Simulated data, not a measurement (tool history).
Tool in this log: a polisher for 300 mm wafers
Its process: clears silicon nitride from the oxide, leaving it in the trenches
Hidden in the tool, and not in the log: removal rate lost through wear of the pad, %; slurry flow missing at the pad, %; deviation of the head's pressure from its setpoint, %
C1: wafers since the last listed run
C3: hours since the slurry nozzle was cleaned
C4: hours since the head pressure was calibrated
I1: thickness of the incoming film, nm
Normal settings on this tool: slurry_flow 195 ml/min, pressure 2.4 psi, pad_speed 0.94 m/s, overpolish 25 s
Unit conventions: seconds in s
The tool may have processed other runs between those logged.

Run 1, day 0.000: usual settings but pressure 2.7 psi; C1 0; wafers polished on this pad 336; C3 752.3; C4 1086.9; I1 84.8. Result: seconds 112.6 s.
Run 2, day 0.292: usual settings but pressure 2.7 psi; C1 64; wafers polished on this pad 400; C3 759.3; C4 1093.9; I1 85.9. Result: seconds 116.7 s.
Run 3, day 0.788: usual settings but pressure 2.7 psi; C1 108; wafers polished on this pad 509; C3 771.2; C4 1105.8; I1 84.8. Result: seconds 116.0 s.
Run 4, day 1.046: usual settings but slurry_flow 155 ml/min; C1 56; wafers polished on this pad 566; C3 777.4; C4 1112.0; I1 83.6. Result: seconds 139.1 s.
Run 5, day 1.692: usual settings but slurry_flow 155 ml/min; C1 141; wafers polished on this pad 708; C3 792.9; C4 1127.5; I1 84.3. Result: seconds 138.8 s.
Run 6, day 2.296: usual settings; C1 132; wafers polished on this pad 840; C3 807.4; C4 1142.0; I1 84.0. Result: seconds 130.2 s.
At day 3.062: worn pad replaced by a new one.
Run 7, day 3.083: usual settings; C1 136; wafers polished on this pad 4; C3 826.3; C4 1160.9; I1 84.8. Result: seconds 132.7 s.
Run 8, day 3.633: usual settings; C1 120; wafers polished on this pad 125; C3 839.5; C4 1174.1; I1 83.8. Result: seconds 132.2 s.
Run 9, day 4.104: usual settings; C1 103; wafers polished on this pad 228; C3 850.8; C4 1185.4; I1 86.2. Result: seconds 135.4 s.
Run 10, day 4.667: usual settings but slurry_flow 165 ml/min; C1 123; wafers polished on this pad 352; C3 864.3; C4 1198.9; I1 83.8. Result: seconds 139.4 s.
Run 11, day 5.221: usual settings but slurry_flow 160 ml/min; C1 121; wafers polished on this pad 474; C3 877.6; C4 1212.2; I1 84.9. Result: seconds 146.0 s.
Run 12, day 5.788: usual settings; C1 124; wafers polished on this pad 598; C3 891.2; C4 1225.8; I1 84.6. Result: seconds 134.4 s.
At day 6.254: head pressure recalibrated.
Run 13, day 6.454: usual settings; C1 128; wafers polished on this pad 726; C3 907.2; C4 4.8; I1 85.0. Result: seconds 122.3 s.
At day 6.846: worn pad replaced by a new one.
Run 14, day 6.925: usual settings; C1 66; wafers polished on this pad 17; C3 918.5; C4 16.1; I1 85.6. Result: seconds 122.0 s.
Run 15, day 7.404: usual settings; C1 105; wafers polished on this pad 122; C3 930.0; C4 27.6; I1 85.8. Result: seconds 125.0 s.
Run 16, day 7.654: usual settings; C1 54; wafers polished on this pad 177; C3 936.0; C4 33.6; I1 84.3. Result: seconds 123.0 s.
Run 17, day 8.371: usual settings but pressure 1.8 psi, pad_speed 1.12 m/s; C1 157; wafers polished on this pad 334; C3 953.2; C4 50.8; I1 83.6. Result: seconds 136.0 s.
At day 8.675: slurry nozzle cleaned.
Run 18, day 9.067: usual settings but slurry_flow 245 ml/min, pressure 2.2 psi, pad_speed 0.76 m/s, overpolish 30 s; C1 143; wafers polished on this pad 478; C3 9.4; C4 67.5; I1 84.1. Result: seconds 137.2 s.
Run 19, day 9.683: usual settings but slurry_flow 145 ml/min, overpolish 32 s; C1 135; wafers polished on this pad 613; C3 24.2; C4 82.3; I1 84.7. Result: seconds 112.7 s.
Run 20, day 10.250: usual settings but slurry_flow 160 ml/min; C1 124; wafers polished on this pad 738; C3 37.8; C4 95.9; I1 85.2. Result: seconds 110.5 s.
At day 10.550: worn pad replaced by a new one.
Run 21, day 10.612: usual settings but slurry_flow 260 ml/min, pad_speed 1.20 m/s, overpolish 20 s; C1 43; wafers polished on this pad 13; C3 46.5; C4 104.6; I1 84.6. Result: seconds 79.3 s.
Run 22, day 11.254: usual settings but slurry_flow 130 ml/min, pressure 3.0 psi, pad_speed 1.16 m/s; C1 140; wafers polished on this pad 154; C3 61.9; C4 120.0; I1 85.0. Result: seconds 75.1 s.
Run 23, day 11.725: usual settings; C1 103; wafers polished on this pad 257; C3 73.2; C4 131.3; I1 84.8. Result: seconds 106.9 s.
Run 24, day 12.067: usual settings but slurry_flow 175 ml/min, pressure 2.8 psi, pad_speed 1.08 m/s, overpolish 19 s; C1 75; wafers polished on this pad 332; C3 81.4; C4 139.5; I1 83.4. Result: seconds 80.9 s.
Run 25, day 12.375: usual settings but pressure 2.1 psi, overpolish 13 s; C1 67; wafers polished on this pad 400; C3 88.8; C4 146.9; I1 85.0. Result: seconds 122.5 s.
Run 26, day 12.754: usual settings but slurry_flow 260 ml/min, pad_speed 1.20 m/s, overpolish 20 s; C1 83; wafers polished on this pad 483; C3 97.9; C4 156.0; I1 83.6. Result: seconds 79.6 s.
Run 27, day 13.171: usual settings but slurry_flow 215 ml/min, pressure 2.0 psi, pad_speed 0.70 m/s, overpolish 14 s; C1 91; wafers polished on this pad 575; C3 107.9; C4 166.0; I1 85.0. Result: seconds 170.1 s.
Run 28, day 13.454: usual settings; C1 62; wafers polished on this pad 637; C3 114.7; C4 172.8; I1 84.5. Result: seconds 107.4 s.
Run 29, day 13.808: usual settings but pad_speed 1.20 m/s; C1 77; wafers polished on this pad 715; C3 123.2; C4 181.3; I1 86.7. Result: seconds 87.7 s.
Run 30, day 14.500: usual settings but slurry_flow 250 ml/min, pressure 2.8 psi, pad_speed 1.18 m/s, overpolish 32 s; C1 151; wafers polished on this pad 867; C3 139.8; C4 197.9; I1 86.3. Result: seconds 72.6 s.
At day 14.896: worn pad replaced by a new one.
Run 31, day 15.029: usual settings but pressure 2.0 psi, pad_speed 1.18 m/s; C1 79; wafers polished on this pad 29; C3 152.5; C4 210.6; I1 84.9. Result: seconds 104.8 s.

Take each entry between the runs: how does the hidden state at the last listed run before it differ from the hidden state at the first listed run after it?
From run 6 to run 7: worn pad replaced by a new one (day 3.062)
  slurry flow missing at the pad, %: 44.3 -> 45.2; deviation of the head's pressure from its setpoint, %: -10.4 -> -10.6
  measured result minus the result with no hidden state, seconds: +27.3 -> +28.6 s
From run 12 to run 13: head pressure recalibrated (day 6.254)
  slurry flow missing at the pad, %: 48.1 -> 48.8; deviation of the head's pressure from its setpoint, %: -11.2 -> -0.789
  measured result minus the result with no hidden state, seconds: +31.5 -> +18.2 s
From run 13 to run 14: worn pad replaced by a new one (day 6.846)
  slurry flow missing at the pad, %: 48.8 -> 49.3; deviation of the head's pressure from its setpoint, %: -0.789 -> -0.894
  measured result minus the result with no hidden state, seconds: +18.2 -> +18.6 s
From run 17 to run 18: slurry nozzle cleaned (day 8.675)
  slurry flow missing at the pad, %: 50.9 -> 2.94; deviation of the head's pressure from its setpoint, %: -1.22 -> -1.37
  measured result minus the result with no hidden state, seconds: +22.3 -> +2.4 s
From run 20 to run 21: worn pad replaced by a new one (day 10.550)
  slurry flow missing at the pad, %: 4.21 -> 4.6; deviation of the head's pressure from its setpoint, %: -1.63 -> -1.71
  measured result minus the result with no hidden state, seconds: +2.7 -> +1.7 s
From run 30 to run 31: worn pad replaced by a new one (day 14.896)
  slurry flow missing at the pad, %: 8.78 -> 9.35; deviation of the head's pressure from its setpoint, %: -2.58 -> -2.7
  measured result minus the result with no hidden state, seconds: +2.7 -> +4.4 s
